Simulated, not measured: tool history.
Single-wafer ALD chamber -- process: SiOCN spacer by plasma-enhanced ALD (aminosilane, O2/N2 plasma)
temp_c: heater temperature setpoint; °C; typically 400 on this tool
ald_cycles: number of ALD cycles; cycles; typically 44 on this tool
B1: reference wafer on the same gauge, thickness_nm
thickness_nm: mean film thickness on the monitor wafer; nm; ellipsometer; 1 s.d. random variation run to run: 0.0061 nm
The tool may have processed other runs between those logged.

{"run": 1, "day": 0.0, "temp_c": 400, "ald_cycles": 49, "B1": 2.601, "thickness_nm": 2.686}
{"run": 2, "day": 0.329, "temp_c": 400, "ald_cycles": 49, "B1": 2.599, "thickness_nm": 2.7}
{"run": 3, "day": 2.029, "temp_c": 400, "ald_cycles": 44, "B1": 2.599, "thickness_nm": 2.421}
{"run": 4, "day": 2.712, "temp_c": 400, "ald_cycles": 44, "B1": 2.598, "thickness_nm": 2.42}
{"run": 5, "day": 3.208, "temp_c": 400, "ald_cycles": 44, "B1": 2.601, "thickness_nm": 2.421}
{"run": 6, "day": 3.829, "temp_c": 400, "ald_cycles": 38, "B1": 2.6, "thickness_nm": 2.097}
{"run": 7, "day": 4.079, "temp_c": 400, "ald_cycles": 38, "B1": 2.602, "thickness_nm": 2.093}
{"day": 4.504, "done": "gauge calibrated"}
{"run": 8, "day": 4.604, "temp_c": 400, "ald_cycles": 38, "B1": 2.599, "thickness_nm": 2.092}
{"run": 9, "day": 4.875, "temp_c": 406, "ald_cycles": 50, "B1": 2.599, "thickness_nm": 2.723}
{"run": 10, "day": 5.408, "temp_c": 406, "ald_cycles": 50, "B1": 2.6, "thickness_nm": 2.719}
{"run": 11, "day": 6.062, "temp_c": 400, "ald_cycles": 44, "B1": 2.598, "thickness_nm": 2.428}
{"run": 12, "day": 6.342, "temp_c": 392, "ald_cycles": 49, "B1": 2.601, "thickness_nm": 2.692}
{"run": 13, "day": 6.904, "temp_c": 400, "ald_cycles": 44, "B1": 2.601, "thickness_nm": 2.433}
{"run": 14, "day": 7.442, "temp_c": 408, "ald_cycles": 49, "B1": 2.603, "thickness_nm": 2.637}
{"run": 15, "day": 8.179, "temp_c": 400, "ald_cycles": 44, "B1": 2.601, "thickness_nm": 2.431}
{"day": 9.004, "done": "thermocouple changed; heater temperature recalibrated"}
{"run": 16, "day": 9.025, "temp_c": 400, "ald_cycles": 44, "B1": 2.601, "thickness_nm": 2.428}
{"run": 17, "day": 9.242, "temp_c": 414, "ald_cycles": 47, "B1": 2.601, "thickness_nm": 2.481}
{"run": 18, "day": 9.992, "temp_c": 407, "ald_cycles": 49, "B1": 2.598, "thickness_nm": 2.65}
{"run": 19, "day": 10.367, "temp_c": 415, "ald_cycles": 48, "B1": 2.598, "thickness_nm": 2.546}
{"run": 20, "day": 10.738, "temp_c": 408, "ald_cycles": 44, "B1": 2.6, "thickness_nm": 2.372}
{"run": 21, "day": 11.467, "temp_c": 386, "ald_cycles": 46, "B1": 2.599, "thickness_nm": 2.526}

Consider 5 possible next runs. They are alternatives, not a sequence: every one starts from the tool as it was left by run 21. What does each give?
{"run": "A", "day": 11.488, "temp_c": 400, "ald_cycles": 44, "B1": "?", "thickness_nm": "?"}
{"run": "B", "day": 11.488, "temp_c": 409, "ald_cycles": 44, "B1": "?", "thickness_nm": "?"}
{"run": "C", "day": 11.488, "temp_c": 395, "ald_cycles": 44, "B1": "?", "thickness_nm": "?"}
{"run": "D", "day": 11.488, "temp_c": 389, "ald_cycles": 40, "B1": "?", "thickness_nm": "?"}
{"run": "E", "day": 11.488, "temp_c": 414, "ald_cycles": 38, "B1": "?", "thickness_nm": "?"}

run=A B1=2.601 thickness_nm=2.43
run=B B1=2.601 thickness_nm=2.372
run=C B1=2.601 thickness_nm=2.43
run=D B1=2.601 thickness_nm=2.209
run=E B1=2.601 thickness_nm=2.021
Take away the tool's hidden state, keep each run's random variation, and the runs would have read:
run=A thickness_nm=2.43
run=B thickness_nm=2.372
run=C thickness_nm=2.43
run=D thickness_nm=2.209
run=E thickness_nm=2.021
